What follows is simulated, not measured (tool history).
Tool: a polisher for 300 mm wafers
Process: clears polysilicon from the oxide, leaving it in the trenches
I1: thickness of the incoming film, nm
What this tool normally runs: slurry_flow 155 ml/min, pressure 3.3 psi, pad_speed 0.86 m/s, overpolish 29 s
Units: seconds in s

run 1 hour=0 | slurry_flow=155 pressure=3.3 pad_speed=0.86 overpolish=23 | I1=709.9 | seconds=46.6
-- hour=61.3 worn pad replaced by a new one
run 2 hour=107.3 | slurry_flow=155 pressure=3.3 pad_speed=0.86 overpolish=23 | I1=696.2 | seconds=45
run 3 hour=171.3 | slurry_flow=155 pressure=3 pad_speed=0.86 overpolish=29 | I1=717.2 | seconds=52
-- hour=206.7 slurry nozzle cleaned
run 4 hour=266.3 | slurry_flow=155 pressure=3.3 pad_speed=0.86 overpolish=29 | I1=709.6 | seconds=46.2
-- hour=333.4 worn pad replaced by a new one
run 5 hour=347 | slurry_flow=155 pressure=3.3 pad_speed=0.86 overpolish=29 | I1=710 | seconds=46.3
run 6 hour=418.4 | slurry_flow=155 pressure=3.3 pad_speed=0.86 overpolish=39 | I1=712.3 | seconds=45.5
-- hour=600.9 worn pad replaced by a new one
-- hour=645.6 head pressure recalibrated
run 7 hour=670.5 | slurry_flow=155 pressure=3.3 pad_speed=0.86 overpolish=39 | I1=698.5 | seconds=50.5
run 8 hour=734.5 | slurry_flow=155 pressure=3.3 pad_speed=0.86 overpolish=39 | I1=701.9 | seconds=50.3
-- hour=746.4 slurry nozzle cleaned
run 9 hour=809.6 | slurry_flow=155 pressure=2.1 pad_speed=0.86 overpolish=29 | I1=722.9 | seconds=78.9
-- hour=846.9 worn pad replaced by a new one
run 10 hour=885.1 | slurry_flow=170 pressure=3.3 pad_speed=0.86 overpolish=29 | I1=713 | seconds=47.8
run 11 hour=975.7 | slurry_flow=155 pressure=3.3 pad_speed=0.98 overpolish=39 | I1=714.1 | seconds=42.8
run 12 hour=1055.4 | slurry_flow=155 pressure=3.3 pad_speed=0.86 overpolish=29 | I1=716.7 | seconds=47
-- hour=1112.5 worn pad replaced by a new one
run 13 hour=1119.4 | slurry_flow=155 pressure=2.1 pad_speed=0.86 overpolish=29 | I1=713.3 | seconds=74
run 14 hour=1185 | slurry_flow=195 pressure=3.7 pad_speed=0.86 overpolish=40 | I1=703.2 | seconds=40.9

What will run 15 give?
run 15 hour=1232.6 | slurry_flow=110 pressure=3.8 pad_speed=1 overpolish=29 | I1=718.9 | seconds=?

Run 15 produced seconds 36.5 s.
Had the tool carried no hidden state, the very same run would have given seconds 40 s.
